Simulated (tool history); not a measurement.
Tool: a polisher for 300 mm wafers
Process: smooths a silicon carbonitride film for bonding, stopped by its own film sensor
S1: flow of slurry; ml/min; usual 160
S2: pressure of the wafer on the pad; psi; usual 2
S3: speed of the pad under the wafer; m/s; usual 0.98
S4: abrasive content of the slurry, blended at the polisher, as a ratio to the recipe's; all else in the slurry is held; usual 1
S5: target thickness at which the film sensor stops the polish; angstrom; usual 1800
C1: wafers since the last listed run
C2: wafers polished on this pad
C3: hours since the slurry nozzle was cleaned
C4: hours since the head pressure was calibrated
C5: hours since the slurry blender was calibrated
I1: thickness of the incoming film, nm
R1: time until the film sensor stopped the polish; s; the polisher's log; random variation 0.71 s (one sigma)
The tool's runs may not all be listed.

{"run": 1, "hour": 0.0, "S1": 160, "S2": 2, "S3": 0.98, "S4": 1, "S5": 1800, "C1": 0, "C2": 555, "C3": 183, "C4": 879.6, "C5": 102.7, "I1": 200.1, "R1": 78.6}
{"run": 2, "hour": 35.6, "S1": 160, "S2": 2, "S3": 0.98, "S4": 1, "S5": 1800, "C1": 340, "C2": 896, "C3": 218.6, "C4": 915.2, "C5": 138.3, "I1": 198.2, "R1": 69.9}
{"hour": 41.0, "done": "worn pad replaced by a new one"}
{"run": 3, "hour": 56.3, "S1": 160, "S2": 2, "S3": 0.98, "S4": 1, "S5": 1800, "C1": 159, "C2": 146, "C3": 239.3, "C4": 935.9, "C5": 159, "I1": 200.7, "R1": 80.9}
{"run": 4, "hour": 89.5, "S1": 160, "S2": 2, "S3": 0.98, "S4": 1, "S5": 1800, "C1": 317, "C2": 464, "C3": 272.5, "C4": 969.1, "C5": 192.2, "I1": 201.4, "R1": 83.9}
{"hour": 91.2, "done": "slurry nozzle cleaned"}
{"hour": 126.2, "done": "slurry blender recalibrated"}
{"hour": 140.6, "done": "worn pad replaced by a new one"}
{"run": 5, "hour": 146.2, "S1": 160, "S2": 2, "S3": 1.14, "S4": 1, "S5": 1750, "C1": 475, "C2": 53, "C3": 55, "C4": 1025.8, "C5": 20, "I1": 200.3, "R1": 87.1}
{"run": 6, "hour": 166.8, "S1": 160, "S2": 2, "S3": 0.98, "S4": 1, "S5": 1800, "C1": 197, "C2": 250, "C3": 75.6, "C4": 1046.4, "C5": 40.6, "I1": 200.5, "R1": 80.6}
{"run": 7, "hour": 181.7, "S1": 160, "S2": 2.4, "S3": 0.98, "S4": 1, "S5": 1800, "C1": 142, "C2": 393, "C3": 90.5, "C4": 1061.3, "C5": 55.5, "I1": 201.9, "R1": 71.4}
{"hour": 201.6, "done": "head pressure recalibrated"}
{"run": 8, "hour": 208.8, "S1": 160, "S2": 2.4, "S3": 0.98, "S4": 1, "S5": 1800, "C1": 240, "C2": 633, "C3": 117.6, "C4": 7.2, "C5": 82.6, "I1": 197.2, "R1": 55.9}
{"hour": 232.2, "done": "worn pad replaced by a new one"}
{"run": 9, "hour": 234.7, "S1": 145, "S2": 2, "S3": 0.98, "S4": 1, "S5": 1800, "C1": 209, "C2": 24, "C3": 143.5, "C4": 33.1, "C5": 108.5, "I1": 200.5, "R1": 82.4}
{"run": 10, "hour": 258.7, "S1": 125, "S2": 2.4, "S3": 0.98, "S4": 1, "S5": 1800, "C1": 229, "C2": 254, "C3": 167.5, "C4": 57.1, "C5": 132.5, "I1": 199.7, "R1": 67.4}
{"run": 11, "hour": 282.4, "S1": 160, "S2": 2, "S3": 0.98, "S4": 1, "S5": 1800, "C1": 226, "C2": 481, "C3": 191.2, "C4": 80.8, "C5": 156.2, "I1": 201.6, "R1": 84.1}
{"hour": 305.7, "done": "slurry nozzle cleaned"}
{"run": 12, "hour": 306.8, "S1": 160, "S2": 2.2, "S3": 0.98, "S4": 0.8, "S5": 1870, "C1": 224, "C2": 705, "C3": 1.1, "C4": 105.2, "C5": 180.6, "I1": 199.1, "R1": 47.6}
{"hour": 339.4, "done": "worn pad replaced by a new one"}
{"run": 13, "hour": 339.9, "S1": 160, "S2": 1.4, "S3": 0.98, "S4": 1, "S5": 1750, "C1": 278, "C2": 4, "C3": 34.2, "C4": 138.3, "C5": 213.7, "I1": 196.7, "R1": 120.8}
{"hour": 370.4, "done": "slurry blender recalibrated"}
{"run": 14, "hour": 427.7, "S1": 160, "S2": 1.4, "S3": 1.24, "S4": 1, "S5": 1800, "C1": 821, "C2": 826, "C3": 122, "C4": 226.1, "C5": 57.3, "I1": 201.8, "R1": 102.5}
{"hour": 440.7, "done": "worn pad replaced by a new one"}
{"run": 15, "hour": 453.6, "S1": 160, "S2": 2, "S3": 0.98, "S4": 1.25, "S5": 1800, "C1": 209, "C2": 123, "C3": 147.9, "C4": 252, "C5": 83.2, "I1": 197.6, "R1": 62.6}
{"run": 16, "hour": 473.8, "S1": 140, "S2": 2, "S3": 0.98, "S4": 0.85, "S5": 1860, "C1": 193, "C2": 317, "C3": 168.1, "C4": 272.2, "C5": 103.4, "I1": 199.9, "R1": 59.7}
{"run": 17, "hour": 501.5, "S1": 160, "S2": 2, "S3": 0.98, "S4": 1, "S5": 1800, "C1": 265, "C2": 582, "C3": 195.8, "C4": 299.9, "C5": 131.1, "I1": 197.5, "R1": 68.9}
{"run": 18, "hour": 517.6, "S1": 160, "S2": 2, "S3": 0.74, "S4": 1, "S5": 1800, "C1": 154, "C2": 736, "C3": 211.9, "C4": 316, "C5": 147.2, "I1": 203, "R1": 112.8}

5 ways to go on from here, each from the tool as it stands after run 18. What would each give?
{"run": "A", "hour": 518.0, "S1": 160, "S2": 2, "S3": 0.98, "S4": 1, "S5": 1800, "C1": 3, "C2": 740, "C3": 212.3, "C4": 316.4, "C5": 147.6, "I1": 197.5, "R1": "?"}
{"run": "B", "hour": 518.0, "S1": 180, "S2": 2, "S3": 0.98, "S4": 1, "S5": 1830, "C1": 3, "C2": 740, "C3": 212.3, "C4": 316.4, "C5": 147.6, "I1": 197.5, "R1": "?"}
{"run": "C", "hour": 518.0, "S1": 160, "S2": 2, "S3": 0.66, "S4": 1.2, "S5": 1780, "C1": 3, "C2": 740, "C3": 212.3, "C4": 316.4, "C5": 147.6, "I1": 197.5, "R1": "?"}
{"run": "D", "hour": 518.0, "S1": 160, "S2": 2, "S3": 0.98, "S4": 1, "S5": 1860, "C1": 3, "C2": 740, "C3": 212.3, "C4": 316.4, "C5": 147.6, "I1": 197.5, "R1": "?"}
{"run": "E", "hour": 518.0, "S1": 160, "S2": 1.6, "S3": 0.98, "S4": 1, "S5": 1830, "C1": 3, "C2": 740, "C3": 212.3, "C4": 316.4, "C5": 147.6, "I1": 197.5, "R1": "?"}

run=A R1=68.3
run=B R1=55.5
run=C R1=96.5
run=D R1=44.9
run=E R1=70.7
Without the tool's hidden state the same runs would have given:
run=A R1=68.3
run=B R1=55.5
run=C R1=96.5
run=D R1=44.9
run=E R1=70.7
